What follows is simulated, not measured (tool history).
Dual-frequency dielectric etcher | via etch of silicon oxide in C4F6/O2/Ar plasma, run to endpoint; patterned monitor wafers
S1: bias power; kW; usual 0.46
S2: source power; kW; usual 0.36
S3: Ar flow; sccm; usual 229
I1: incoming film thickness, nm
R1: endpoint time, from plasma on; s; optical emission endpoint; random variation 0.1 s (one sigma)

Run 1, day 0: usual settings but S2 0.42 kW; I1 100.2. Result: R1 19.9 s.
At day 0.575: source power generator calibrated.
Run 2, day 0.638: usual settings; I1 99.2. Result: R1 21.5 s.
Run 3, day 1.112: usual settings; I1 100.8. Result: R1 21.7 s.
Run 4, day 1.617: usual settings; I1 100.8. Result: R1 21.7 s.
Run 5, day 2.158: usual settings; I1 100.1. Result: R1 21.6 s.
Run 6, day 2.408: usual settings; I1 100. Result: R1 21.7 s.
Run 7, day 2.712: usual settings; I1 99.4. Result: R1 21.5 s.
Run 8, day 3.104: usual settings; I1 98.7. Result: R1 21.3 s.
Run 9, day 3.804: usual settings but S1 0.502 kW; I1 99.6. Result: R1 21.1 s.
At day 4.404: bias power generator calibrated.
At day 4.892: wet clean of the chamber.
Run 10, day 4.912: usual settings but S1 0.378 kW, S3 194 sccm; I1 99.7. Result: R1 22 s.
Run 11, day 5.033: usual settings; I1 99.5. Result: R1 20.9 s.
Run 12, day 5.333: usual settings but S1 0.417 kW; I1 100.3. Result: R1 21.9 s.
Run 13, day 6.054: usual settings but S1 0.574 kW, S2 0.4 kW; I1 100. Result: R1 18.3 s.
Run 14, day 6.612: usual settings but S2 0.28 kW; I1 101.3. Result: R1 24.7 s.
Run 15, day 7.275: usual settings but S2 0.28 kW, S3 195 sccm; I1 100.5. Result: R1 24.1 s.
At day 7.942: Ar flow controller replaced.
Run 16, day 7.962: usual settings but S1 0.355 kW, S2 0.41 kW, S3 183 sccm; I1 99.8. Result: R1 21 s.
Run 17, day 8.558: usual settings but S1 0.548 kW, S2 0.29 kW; I1 99.7. Result: R1 22.5 s.
Run 18, day 9.142: usual settings but S2 0.39 kW, S3 279 sccm; I1 99.4. Result: R1 20.8 s.
At day 10.388: upper electrode replaced.
Run 19, day 10.408: usual settings; I1 99. Result: R1 21.2 s.
Run 20, day 10.421: usual settings but S1 0.4 kW, S2 0.29 kW, S3 174 sccm; I1 100.2. Result: R1 25 s.
Run 21, day 10.992: usual settings but S3 275 sccm; I1 99.4. Result: R1 21.6 s.
Run 22, day 12.475: usual settings; I1 99.8. Result: R1 21.4 s.
Run 23, day 13.117: usual settings but S1 0.537 kW, S2 0.4 kW, S3 260 sccm; I1 99.8. Result: R1 19.3 s.
Run 24, day 13.371: usual settings but S2 0.31 kW, S3 244 sccm; I1 99.7. Result: R1 23.3 s.
Run 25, day 13.692: usual settings but S1 0.378 kW; I1 99.6. Result: R1 23 s.
Run 26, day 14.246: usual settings; I1 101.2. Result: R1 21.9 s.

Run 27 comes next. What will it give?
Run 27, day 14.954: usual settings but S1 0.574 kW, S2 0.4 kW; I1 99.4. Result: R1 ?.

Run 27 gave R1 18.6 s.
Without the tool's hidden state the same run would have given R1 18 s.
